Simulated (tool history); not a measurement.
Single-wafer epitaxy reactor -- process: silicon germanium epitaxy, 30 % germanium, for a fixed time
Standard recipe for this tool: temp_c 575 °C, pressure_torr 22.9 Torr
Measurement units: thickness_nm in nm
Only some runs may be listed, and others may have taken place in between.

run,hour,temp_c,pressure_torr,"read-back reference wafer on the same gauge, thickness_nm",thickness_nm
1,0,575,22.9,40.858,38.181
2,88.8,575,22.9,40.915,37.951
3,174.4,575,22.9,40.951,38.355
4,211.6,575,22.9,40.894,38.317
5,285.6,575,22.9,40.884,38.518
6,357.6,575,22.9,40.916,38.664
7,398.3,575,22.9,40.904,37.974
8,498.6,570,22.9,40.919,34.754
9,563.1,570,22.9,40.947,34.987
10,630.3,575,22.9,40.973,38.158
11,726.2,575,22.9,40.864,38.098
12,827.2,575,22.9,40.865,38.436
13,871.7,575,22.9,40.943,38.211
# hour 907.6: capacitance manometer re-zeroed and calibrated
14,959.8,575,22.9,40.861,38.181
15,1030,586,18.3,40.882,40.215
# hour 1102.1: gauge calibrated
16,1121.7,563,17.7,40.976,25.893
17,1189.5,571,18.1,40.926,30.356
18,1248.6,564,17.9,40.886,26.848
# hour 1425.4: pyrometer calibrated
19,1468.5,569,21,40.826,32.697
20,1563.6,575,22.9,40.975,38.056
21,1652,589,27.6,40.894,54.487
22,1707.8,585,18.9,40.931,40.407
# hour 1785.4: showerhead replaced
23,1934.7,575,27.2,41.044,42.002
24,2029.1,575,27.2,40.859,42.253
25,2094.5,567,27.8,40.886,36.495
26,2380.1,587,22.9,40.863,47.822

Forecast each of these 5 alternatives for the next run:
A,2380.5,571,22.9,?,?
B,2380.5,575,25.9,?,?
C,2380.5,564,20.6,?,?
D,2380.5,575,18.5,?,?
E,2380.5,566,24.7,?,?

run,"read-back reference wafer on the same gauge, thickness_nm",thickness_nm
A,40.839,35.519
B,40.839,41.007
C,40.839,29.246
D,40.839,33.577
E,40.839,33.768
With the hidden condition removed and each run's random variation left untouched, the same runs would have given:
run,thickness_nm
A,35.519
B,41.007
C,29.246
D,33.577
E,33.768
